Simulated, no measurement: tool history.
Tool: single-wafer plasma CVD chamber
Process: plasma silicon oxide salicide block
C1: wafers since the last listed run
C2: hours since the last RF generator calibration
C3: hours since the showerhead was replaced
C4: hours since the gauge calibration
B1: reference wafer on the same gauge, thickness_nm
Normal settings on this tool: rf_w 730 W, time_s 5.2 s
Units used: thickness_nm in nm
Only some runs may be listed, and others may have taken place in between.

run 1 day=0 | rf_w=730 time_s=5.2 | C1=0 C2=865.2 C3=6743.1 C4=530.6 | B1=55.536 | thickness_nm=55.267
run 2 day=0.912 | rf_w=730 time_s=5.2 | C1=743 C2=887.1 C3=6765 C4=552.5 | B1=55.458 | thickness_nm=55.056
run 3 day=1.783 | rf_w=730 time_s=5.2 | C1=709 C2=908 C3=6785.9 C4=573.4 | B1=55.392 | thickness_nm=54.974
run 4 day=2.762 | rf_w=730 time_s=4.7 | C1=798 C2=931.5 C3=6809.4 C4=596.9 | B1=55.241 | thickness_nm=49.192
run 5 day=3.417 | rf_w=730 time_s=4.7 | C1=533 C2=947.2 C3=6825.1 C4=612.6 | B1=55.271 | thickness_nm=50.105
run 6 day=4.775 | rf_w=730 time_s=5.2 | C1=1107 C2=979.8 C3=6857.7 C4=645.2 | B1=55.12 | thickness_nm=54.902
run 7 day=5.7 | rf_w=730 time_s=5.81 | C1=754 C2=1002 C3=6879.9 C4=667.4 | B1=55.035 | thickness_nm=60.707
run 8 day=7.088 | rf_w=730 time_s=5.81 | C1=1131 C2=1035.3 C3=6913.2 C4=700.7 | B1=54.916 | thickness_nm=61.229
-- day=7.688 RF generator calibrated
run 9 day=8.508 | rf_w=730 time_s=5.81 | C1=886 C2=19.7 C3=6947.3 C4=734.8 | B1=54.653 | thickness_nm=60.238
run 10 day=9.475 | rf_w=730 time_s=5.2 | C1=787 C2=42.9 C3=6970.5 C4=758 | B1=54.554 | thickness_nm=53.987
-- day=9.529 gauge calibrated
-- day=9.833 showerhead replaced
run 11 day=10.3 | rf_w=730 time_s=5.2 | C1=400 C2=62.7 C3=11.2 C4=18.5 | B1=56.005 | thickness_nm=56.004
run 12 day=11.738 | rf_w=730 time_s=5.2 | C1=1171 C2=97.2 C3=45.7 C4=53 | B1=55.995 | thickness_nm=55.48
run 13 day=13.146 | rf_w=600 time_s=5.94 | C1=1147 C2=131 C3=79.5 C4=86.8 | B1=56.023 | thickness_nm=60.603
run 14 day=13.946 | rf_w=685 time_s=5.2 | C1=652 C2=150.2 C3=98.7 C4=106 | B1=56.032 | thickness_nm=54.512
run 15 day=14.675 | rf_w=730 time_s=5.2 | C1=594 C2=167.7 C3=116.2 C4=123.5 | B1=55.977 | thickness_nm=55.637
run 16 day=15.204 | rf_w=845 time_s=4.82 | C1=431 C2=180.4 C3=128.9 C4=136.2 | B1=55.96 | thickness_nm=53.535
run 17 day=16.617 | rf_w=730 time_s=4.7 | C1=1151 C2=214.3 C3=162.8 C4=170.1 | B1=55.85 | thickness_nm=49.864
run 18 day=17.429 | rf_w=730 time_s=5.2 | C1=662 C2=233.8 C3=182.3 C4=189.6 | B1=55.882 | thickness_nm=55.308
run 19 day=19.696 | rf_w=665 time_s=5.56 | C1=1847 C2=288.2 C3=236.7 C4=244 | B1=55.827 | thickness_nm=57.753
run 20 day=21.121 | rf_w=635 time_s=4.32 | C1=1161 C2=322.4 C3=270.9 C4=278.2 | B1=55.828 | thickness_nm=44.885
run 21 day=21.879 | rf_w=650 time_s=5.47 | C1=618 C2=340.6 C3=289.1 C4=296.4 | B1=55.78 | thickness_nm=56.712
run 22 day=22.783 | rf_w=675 time_s=5.84 | C1=737 C2=362.3 C3=310.8 C4=318.1 | B1=55.719 | thickness_nm=60.769
run 23 day=24.158 | rf_w=730 time_s=4.7 | C1=1120 C2=395.3 C3=343.8 C4=351.1 | B1=55.549 | thickness_nm=49.891
run 24 day=25.475 | rf_w=795 time_s=5.2 | C1=1073 C2=426.9 C3=375.4 C4=382.7 | B1=55.544 | thickness_nm=56.594

5 ways to go on from here, each from the tool as it stands after run 24. What would each give?
run A day=25.492 | rf_w=810 time_s=5.2 | C1=13 C2=427.3 C3=375.8 C4=383.1 | B1=? | thickness_nm=?
run B day=25.492 | rf_w=730 time_s=4.63 | C1=13 C2=427.3 C3=375.8 C4=383.1 | B1=? | thickness_nm=?
run C day=25.492 | rf_w=730 time_s=4.33 | C1=13 C2=427.3 C3=375.8 C4=383.1 | B1=? | thickness_nm=?
run D day=25.492 | rf_w=860 time_s=5.2 | C1=13 C2=427.3 C3=375.8 C4=383.1 | B1=? | thickness_nm=?
run E day=25.492 | rf_w=805 time_s=6.11 | C1=13 C2=427.3 C3=375.8 C4=383.1 | B1=? | thickness_nm=?

run=A B1=55.558 thickness_nm=56.56
run=B B1=55.558 thickness_nm=49.132
run=C B1=55.558 thickness_nm=45.948
run=D B1=55.558 thickness_nm=57.384
run=E B1=55.558 thickness_nm=66.359
With the hidden condition removed and each run's random variation left untouched, the same runs would have given:
run=A thickness_nm=57.305
run=B thickness_nm=49.779
run=C thickness_nm=46.553
run=D thickness_nm=58.14
run=E thickness_nm=67.234

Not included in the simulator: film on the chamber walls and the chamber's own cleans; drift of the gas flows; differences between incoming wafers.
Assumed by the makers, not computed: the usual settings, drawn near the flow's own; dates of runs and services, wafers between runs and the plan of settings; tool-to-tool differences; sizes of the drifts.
